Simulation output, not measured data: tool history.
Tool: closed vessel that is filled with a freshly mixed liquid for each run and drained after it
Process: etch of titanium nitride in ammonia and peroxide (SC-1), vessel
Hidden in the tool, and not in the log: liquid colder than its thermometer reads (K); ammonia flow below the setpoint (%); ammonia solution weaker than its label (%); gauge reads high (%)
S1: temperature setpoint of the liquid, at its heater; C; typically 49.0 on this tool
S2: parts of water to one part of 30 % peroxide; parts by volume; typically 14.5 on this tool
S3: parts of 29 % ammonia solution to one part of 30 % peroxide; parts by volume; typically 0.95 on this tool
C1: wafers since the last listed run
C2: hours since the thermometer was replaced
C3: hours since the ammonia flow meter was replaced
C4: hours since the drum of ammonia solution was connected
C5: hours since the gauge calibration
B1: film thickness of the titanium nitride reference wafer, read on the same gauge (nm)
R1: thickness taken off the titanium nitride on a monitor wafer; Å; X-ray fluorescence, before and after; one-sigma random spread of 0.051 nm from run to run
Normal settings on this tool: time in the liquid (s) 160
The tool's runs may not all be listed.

run 1 hour=0.0 | S1=49.0 S2=14.5 S3=0.95 time_in_the_liquid_(s)=90 | C1=0 C2=509.4 C3=1456.7 C4=403.9 C5=500.3 | B1=120.00 | R1=39.1
run 2 hour=16.1 | S1=49.0 S2=16.0 S3=0.95 time_in_the_liquid_(s)=160 | C1=1675 C2=525.5 C3=1472.8 C4=420.0 C5=516.4 | B1=120.01 | R1=65.2
run 3 hour=41.8 | S1=49.0 S2=16.0 S3=0.95 time_in_the_liquid_(s)=160 | C1=2674 C2=551.2 C3=1498.5 C4=445.7 C5=542.1 | B1=119.97 | R1=65.1
run 4 hour=70.0 | S1=49.0 S2=14.5 S3=0.95 time_in_the_liquid_(s)=160 | C1=2934 C2=579.4 C3=1526.7 C4=473.9 C5=570.3 | B1=120.01 | R1=68.9
-- hour=87.6 new drum of ammonia solution connected
run 5 hour=100.0 | S1=49.0 S2=14.5 S3=0.95 time_in_the_liquid_(s)=160 | C1=3017 C2=609.4 C3=1556.7 C4=12.4 C5=600.3 | B1=119.98 | R1=70.2
run 6 hour=123.8 | S1=49.0 S2=14.5 S3=0.95 time_in_the_liquid_(s)=160 | C1=2476 C2=633.2 C3=1580.5 C4=36.2 C5=624.1 | B1=119.98 | R1=69.1
run 7 hour=152.2 | S1=49.0 S2=14.5 S3=0.95 time_in_the_liquid_(s)=160 | C1=2955 C2=661.6 C3=1608.9 C4=64.6 C5=652.5 | B1=119.98 | R1=69.0
-- hour=177.0 gauge calibrated
run 8 hour=181.5 | S1=58.5 S2=14.5 S3=0.95 time_in_the_liquid_(s)=160 | C1=3048 C2=690.9 C3=1638.2 C4=93.9 C5=4.5 | B1=120.02 | R1=130.9
run 9 hour=205.5 | S1=42.5 S2=14.5 S3=0.95 time_in_the_liquid_(s)=240 | C1=2497 C2=714.9 C3=1662.2 C4=117.9 C5=28.5 | B1=120.00 | R1=65.5
run 10 hour=218.6 | S1=49.0 S2=12.0 S3=0.95 time_in_the_liquid_(s)=160 | C1=1363 C2=728.0 C3=1675.3 C4=131.0 C5=41.6 | B1=120.00 | R1=75.7
run 11 hour=233.5 | S1=49.0 S2=16.0 S3=0.95 time_in_the_liquid_(s)=160 | C1=1550 C2=742.9 C3=1690.2 C4=145.9 C5=56.5 | B1=120.00 | R1=65.2
run 12 hour=248.9 | S1=45.5 S2=14.5 S3=0.95 time_in_the_liquid_(s)=75 | C1=1602 C2=758.3 C3=1705.6 C4=161.3 C5=71.9 | B1=120.01 | R1=25.0
-- hour=276.1 thermometer replaced
run 13 hour=301.2 | S1=58.5 S2=14.5 S3=0.95 time_in_the_liquid_(s)=160 | C1=5337 C2=25.1 C3=1757.9 C4=213.6 C5=124.2 | B1=119.98 | R1=133.0
run 14 hour=332.5 | S1=49.0 S2=14.5 S3=0.95 time_in_the_liquid_(s)=160 | C1=3256 C2=56.4 C3=1789.2 C4=244.9 C5=155.5 | B1=119.99 | R1=69.5
run 15 hour=355.1 | S1=49.0 S2=10.0 S3=1.20 time_in_the_liquid_(s)=160 | C1=2351 C2=79.0 C3=1811.8 C4=267.5 C5=178.1 | B1=120.02 | R1=86.8
run 16 hour=384.6 | S1=49.0 S2=9.5 S3=0.95 time_in_the_liquid_(s)=160 | C1=3069 C2=108.5 C3=1841.3 C4=297.0 C5=207.6 | B1=120.02 | R1=86.5
-- hour=395.3 ammonia flow meter replaced
run 17 hour=398.4 | S1=49.0 S2=14.5 S3=0.95 time_in_the_liquid_(s)=160 | C1=1331 C2=122.3 C3=3.1 C4=310.8 C5=221.4 | B1=120.02 | R1=68.5
run 18 hour=424.8 | S1=49.0 S2=14.5 S3=0.95 time_in_the_liquid_(s)=190 | C1=2746 C2=148.7 C3=29.5 C4=337.2 C5=247.8 | B1=119.96 | R1=82.3
run 19 hour=451.7 | S1=49.0 S2=9.5 S3=0.95 time_in_the_liquid_(s)=115 | C1=2798 C2=175.6 C3=56.4 C4=364.1 C5=274.7 | B1=119.99 | R1=62.0
run 20 hour=473.8 | S1=49.0 S2=10.0 S3=0.70 time_in_the_liquid_(s)=160 | C1=2299 C2=197.7 C3=78.5 C4=386.2 C5=296.8 | B1=119.99 | R1=80.2
run 21 hour=501.4 | S1=49.0 S2=14.5 S3=0.95 time_in_the_liquid_(s)=160 | C1=2871 C2=225.3 C3=106.1 C4=413.8 C5=324.4 | B1=119.98 | R1=69.2
run 22 hour=520.5 | S1=49.0 S2=14.5 S3=1.20 time_in_the_liquid_(s)=160 | C1=1987 C2=244.4 C3=125.2 C4=432.9 C5=343.5 | B1=119.99 | R1=72.2
run 23 hour=541.9 | S1=49.0 S2=14.5 S3=0.95 time_in_the_liquid_(s)=160 | C1=2226 C2=265.8 C3=146.6 C4=454.3 C5=364.9 | B1=119.98 | R1=69.3
-- hour=546.3 new drum of ammonia solution connected
run 24 hour=557.9 | S1=43.0 S2=8.5 S3=0.65 time_in_the_liquid_(s)=160 | C1=1560 C2=281.8 C3=162.6 C4=11.6 C5=380.9 | B1=120.03 | R1=55.8
run 25 hour=587.6 | S1=49.0 S2=14.5 S3=0.95 time_in_the_liquid_(s)=160 | C1=3090 C2=311.5 C3=192.3 C4=41.3 C5=410.6 | B1=120.01 | R1=69.2
run 26 hour=611.6 | S1=49.0 S2=9.5 S3=0.95 time_in_the_liquid_(s)=115 | C1=2497 C2=335.5 C3=216.3 C4=65.3 C5=434.6 | B1=120.00 | R1=61.4
run 27 hour=650.6 | S1=56.0 S2=10.5 S3=0.95 time_in_the_liquid_(s)=160 | C1=4057 C2=374.5 C3=255.3 C4=104.3 C5=473.6 | B1=119.99 | R1=132.3

Hidden condition of the tool, last listed run before each entry between runs versus first listed run after:
Runs 4 to 5: new drum of ammonia solution connected (hour 87.6)
  no hidden state differs between the two runs
Runs 7 to 8: gauge calibrated (hour 177.0)
  no hidden state differs between the two runs
Runs 12 to 13: thermometer replaced (hour 276.1)
  no hidden state differs between the two runs
Runs 16 to 17: ammonia flow meter replaced (hour 395.3)
  no hidden state differs between the two runs
Runs 23 to 24: new drum of ammonia solution connected (hour 546.3)
  no hidden state differs between the two runs

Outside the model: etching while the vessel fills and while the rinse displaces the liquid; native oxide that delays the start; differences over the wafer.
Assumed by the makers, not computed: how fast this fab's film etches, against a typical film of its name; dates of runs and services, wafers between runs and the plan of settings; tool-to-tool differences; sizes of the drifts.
